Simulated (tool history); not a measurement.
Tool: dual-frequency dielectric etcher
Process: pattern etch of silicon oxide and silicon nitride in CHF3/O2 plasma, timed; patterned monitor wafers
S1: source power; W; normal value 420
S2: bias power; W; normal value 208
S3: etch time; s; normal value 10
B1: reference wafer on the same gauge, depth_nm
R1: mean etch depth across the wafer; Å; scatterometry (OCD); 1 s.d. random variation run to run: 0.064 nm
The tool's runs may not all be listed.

{"run": 1, "hour": 0.0, "S1": 390, "S2": 208, "S3": 10, "B1": 9.79, "R1": 116.8}
{"run": 2, "hour": 95.3, "S1": 390, "S2": 208, "S3": 10, "B1": 9.8, "R1": 115.1}
{"run": 3, "hour": 110.3, "S1": 360, "S2": 190, "S3": 10, "B1": 9.81, "R1": 110.1}
{"run": 4, "hour": 143.0, "S1": 360, "S2": 190, "S3": 10, "B1": 9.8, "R1": 110}
{"run": 5, "hour": 158.3, "S1": 360, "S2": 190, "S3": 10, "B1": 9.78, "R1": 109.6}
{"run": 6, "hour": 185.5, "S1": 420, "S2": 169, "S3": 10, "B1": 9.81, "R1": 106.1}
{"hour": 198.8, "done": "bias power generator calibrated"}
{"run": 7, "hour": 216.5, "S1": 420, "S2": 208, "S3": 8.5, "B1": 9.81, "R1": 100.2}
{"hour": 233.6, "done": "gauge calibrated"}
{"run": 8, "hour": 246.2, "S1": 420, "S2": 208, "S3": 8.5, "B1": 9.8, "R1": 99.8}
{"run": 9, "hour": 280.3, "S1": 470, "S2": 208, "S3": 10, "B1": 9.81, "R1": 118.7}
{"run": 10, "hour": 296.0, "S1": 420, "S2": 208, "S3": 9, "B1": 9.8, "R1": 104.2}
{"run": 11, "hour": 331.0, "S1": 490, "S2": 164, "S3": 12, "B1": 9.79, "R1": 130.9}
{"run": 12, "hour": 353.6, "S1": 470, "S2": 242, "S3": 10, "B1": 9.81, "R1": 126.2}
{"hour": 404.8, "done": "upper electrode replaced"}
{"hour": 406.0, "done": "wet clean of the chamber"}
{"run": 13, "hour": 406.5, "S1": 460, "S2": 259, "S3": 9, "B1": 9.8, "R1": 120.3}
{"run": 14, "hour": 416.0, "S1": 420, "S2": 229, "S3": 10, "B1": 9.81, "R1": 123.8}
{"hour": 421.7, "done": "source power generator calibrated"}
{"run": 15, "hour": 438.7, "S1": 330, "S2": 208, "S3": 10, "B1": 9.81, "R1": 114.2}
{"run": 16, "hour": 458.2, "S1": 420, "S2": 167, "S3": 12.5, "B1": 9.79, "R1": 135.4}
{"run": 17, "hour": 483.6, "S1": 420, "S2": 193, "S3": 10, "B1": 9.8, "R1": 115.8}
{"run": 18, "hour": 507.3, "S1": 420, "S2": 260, "S3": 12, "B1": 9.81, "R1": 157.3}
{"run": 19, "hour": 533.2, "S1": 420, "S2": 208, "S3": 10, "B1": 9.8, "R1": 117.9}
{"run": 20, "hour": 548.4, "S1": 420, "S2": 260, "S3": 12, "B1": 9.81, "R1": 157.3}

Predict each of these 3 candidate next runs independently; none follows another, all start after run 20:
{"run": "A", "hour": 548.8, "S1": 420, "S2": 208, "S3": 10, "B1": "?", "R1": "?"}
{"run": "B", "hour": 548.8, "S1": 460, "S2": 208, "S3": 11, "B1": "?", "R1": "?"}
{"run": "C", "hour": 548.8, "S1": 450, "S2": 160, "S3": 8.5, "B1": "?", "R1": "?"}

run=A B1=9.81 R1=118
run=B B1=9.81 R1=132.4
run=C B1=9.81 R1=90.7
What these runs would have given with no unlogged condition in the tool:
run=A R1=118.5
run=B R1=132.9
run=C R1=91.1
